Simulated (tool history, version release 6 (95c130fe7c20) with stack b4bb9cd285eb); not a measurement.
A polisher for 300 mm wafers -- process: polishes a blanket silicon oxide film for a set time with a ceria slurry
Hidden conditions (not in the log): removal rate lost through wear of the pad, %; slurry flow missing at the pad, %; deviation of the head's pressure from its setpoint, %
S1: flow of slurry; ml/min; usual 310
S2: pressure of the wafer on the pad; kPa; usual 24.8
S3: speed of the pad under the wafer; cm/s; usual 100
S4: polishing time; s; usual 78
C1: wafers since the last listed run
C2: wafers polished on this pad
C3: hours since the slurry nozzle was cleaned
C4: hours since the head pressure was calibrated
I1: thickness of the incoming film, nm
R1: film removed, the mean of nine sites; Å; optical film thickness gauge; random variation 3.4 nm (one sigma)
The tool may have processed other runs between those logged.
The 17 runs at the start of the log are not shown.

run 18 hour=383.7 | S1=340 S2=31 S3=84 S4=63 | C1=205 C2=233 C3=122.1 C4=1052.9 | I1=1153.3 | R1=3549
run 19 hour=405.7 | S1=235 S2=24.8 S3=78 S4=93 | C1=204 C2=437 C3=144.1 C4=1074.9 | I1=1175.8 | R1=3962
run 20 hour=440.3 | S1=245 S2=31 S3=84 S4=67 | C1=321 C2=758 C3=178.7 C4=1109.5 | I1=1159.8 | R1=3618
run 21 hour=455.5 | S1=310 S2=24.8 S3=100 S4=96 | C1=141 C2=899 C3=193.9 C4=1124.7 | I1=1175.6 | R1=4908
run 22 hour=478.9 | S1=385 S2=22.1 S3=100 S4=78 | C1=217 C2=1117 C3=217.3 C4=1148.1 | I1=1152.4 | R1=3706
run 23 hour=510.1 | S1=380 S2=33.1 S3=100 S4=92 | C1=289 C2=1406 C3=248.5 C4=1179.3 | I1=1174.2 | R1=6125
run 24 hour=524.4 | S1=310 S2=24.8 S3=100 S4=90 | C1=132 C2=1539 C3=262.8 C4=1193.6 | I1=1163.2 | R1=4679
-- hour=532.2 worn pad replaced by a new one
run 25 hour=537.8 | S1=310 S2=24.8 S3=100 S4=88 | C1=87 C2=52 C3=276.2 C4=1207 | I1=1154.1 | R1=4544
run 26 hour=565.4 | S1=410 S2=32.4 S3=78 S4=78 | C1=256 C2=308 C3=303.8 C4=1234.6 | I1=1165.4 | R1=4284
-- hour=577.6 head pressure recalibrated
run 27 hour=596.7 | S1=310 S2=24.8 S3=100 S4=78 | C1=272 C2=580 C3=335.1 C4=19.1 | I1=1154 | R1=3989
run 28 hour=625.5 | S1=310 S2=24.8 S3=100 S4=78 | C1=267 C2=848 C3=363.9 C4=47.9 | I1=1173.6 | R1=4015
run 29 hour=660.6 | S1=400 S2=24.8 S3=100 S4=101 | C1=325 C2=1174 C3=399 C4=83 | I1=1155 | R1=5279
-- hour=680.6 worn pad replaced by a new one
run 30 hour=690.7 | S1=230 S2=24.8 S3=122 S4=78 | C1=242 C2=93 C3=429.1 C4=113.1 | I1=1141.9 | R1=4511
run 31 hour=703.1 | S1=310 S2=24.8 S3=100 S4=78 | C1=115 C2=209 C3=441.5 C4=125.5 | I1=1163.5 | R1=3989
run 32 hour=734.8 | S1=310 S2=24.8 S3=100 S4=78 | C1=294 C2=503 C3=473.2 C4=157.2 | I1=1162.1 | R1=3918
run 33 hour=761.2 | S1=210 S2=30.3 S3=110 S4=67 | C1=245 C2=748 C3=499.6 C4=183.6 | I1=1156.1 | R1=4189

Below are 3 alternative next runs, each starting from the tool's condition after run 33. Predict each:
run A hour=761.7 | S1=310 S2=33.8 S3=100 S4=78 | C1=4 C2=753 C3=500.1 C4=184.1 | I1=1160.9 | R1=?
run B hour=761.7 | S1=230 S2=24.8 S3=66 S4=53 | C1=4 C2=753 C3=500.1 C4=184.1 | I1=1160.9 | R1=?
run C hour=761.7 | S1=405 S2=17.9 S3=90 S4=90 | C1=4 C2=753 C3=500.1 C4=184.1 | I1=1160.9 | R1=?

run=A R1=5107
run=B R1=1941
run=C R1=3268
Stripped of hidden state, with their random variation kept, the same runs would have yielded:
run=A R1=5261
run=B R1=2014
run=C R1=3347
